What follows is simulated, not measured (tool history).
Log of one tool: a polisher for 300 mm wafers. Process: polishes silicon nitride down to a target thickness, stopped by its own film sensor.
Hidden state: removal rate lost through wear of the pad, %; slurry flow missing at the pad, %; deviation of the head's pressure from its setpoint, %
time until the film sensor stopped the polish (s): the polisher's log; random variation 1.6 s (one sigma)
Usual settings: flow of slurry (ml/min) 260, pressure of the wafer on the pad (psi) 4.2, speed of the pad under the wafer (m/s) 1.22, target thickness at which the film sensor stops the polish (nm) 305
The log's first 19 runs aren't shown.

| run | hour | flow of slurry (ml/min) | pressure of the wafer on the pad (psi) | speed of the pad under the wafer (m/s) | target thickness at which the film sensor stops the polish (nm) | wafers since the last listed run | wafers polished on this pad | hours since the slurry nozzle was cleaned | hours since the head pressure was calibrated | incoming thickness of the incoming film, nm | time until the film sensor stopped the polish (s) |
|---|---|---|---|---|---|---|---|---|---|---|---|
| 20 | 939.7 | 260 | 5.3 | 1.44 | 262 | 351 | 4196 | 123.7 | 458.4 | 501.3 | 88.8 |
| 21 | 973.9 | 260 | 4.2 | 1.56 | 305 | 276 | 4473 | 157.9 | 492.6 | 498.8 | 87.9 |
|  | 978.6 | worn pad replaced by a new one |
| 22 | 1016.9 | 260 | 5.1 | 1.22 | 262 | 315 | 309 | 200.9 | 535.6 | 497.6 | 96.8 |
| 23 | 1065.8 | 260 | 4.2 | 1.22 | 305 | 395 | 705 | 249.8 | 584.5 | 502.4 | 99.4 |
| 24 | 1119.5 | 310 | 4.2 | 0.88 | 258 | 434 | 1139 | 303.5 | 638.2 | 500.2 | 139.8 |
| 25 | 1177.5 | 260 | 4.2 | 0.90 | 332 | 469 | 1608 | 361.5 | 696.2 | 498.7 | 102.0 |
|  | 1210.7 | head pressure recalibrated |
| 26 | 1211.2 | 260 | 3.5 | 1.10 | 274 | 256 | 1865 | 395.2 | 0.5 | 506.4 | 144.8 |
| 27 | 1254.7 | 300 | 5.0 | 1.22 | 305 | 351 | 2217 | 438.7 | 44.0 | 504.6 | 79.6 |
| 28 | 1311.8 | 260 | 4.2 | 1.22 | 305 | 461 | 2678 | 495.8 | 101.1 | 496.5 | 96.6 |
| 29 | 1380.0 | 260 | 4.9 | 1.48 | 287 | 551 | 3230 | 564.0 | 169.3 | 499.9 | 82.4 |
| 30 | 1440.2 | 215 | 5.0 | 1.22 | 276 | 486 | 3717 | 624.2 | 229.5 | 502.9 | 98.5 |
|  | 1465.1 | worn pad replaced by a new one |
| 31 | 1490.8 | 235 | 3.0 | 1.50 | 305 | 376 | 208 | 674.8 | 280.1 | 496.5 | 112.5 |
|  | 1544.9 | slurry nozzle cleaned |
| 32 | 1577.5 | 260 | 5.4 | 1.22 | 305 | 693 | 901 | 32.6 | 366.8 | 501.2 | 72.7 |
| 33 | 1618.3 | 300 | 5.2 | 1.06 | 305 | 330 | 1231 | 73.4 | 407.6 | 500.4 | 79.2 |
| 34 | 1672.3 | 310 | 4.6 | 0.82 | 356 | 436 | 1668 | 127.4 | 461.6 | 505.9 | 85.2 |
| 35 | 1792.6 | 260 | 4.2 | 1.22 | 305 | 973 | 2641 | 247.7 | 581.9 | 505.7 | 108.6 |

Run 36 comes next. What will it give?
|  | 1863.9 | head pressure recalibrated |
| 36 | 1985.2 | 260 | 4.2 | 0.86 | 305 | 1541 | 4183 | 440.3 | 121.3 | 507.9 | ? |

Run 36 gave time until the film sensor stopped the polish (s) 117.4.
Without the tool's hidden state the same run would have given time until the film sensor stopped the polish (s) 108.7.
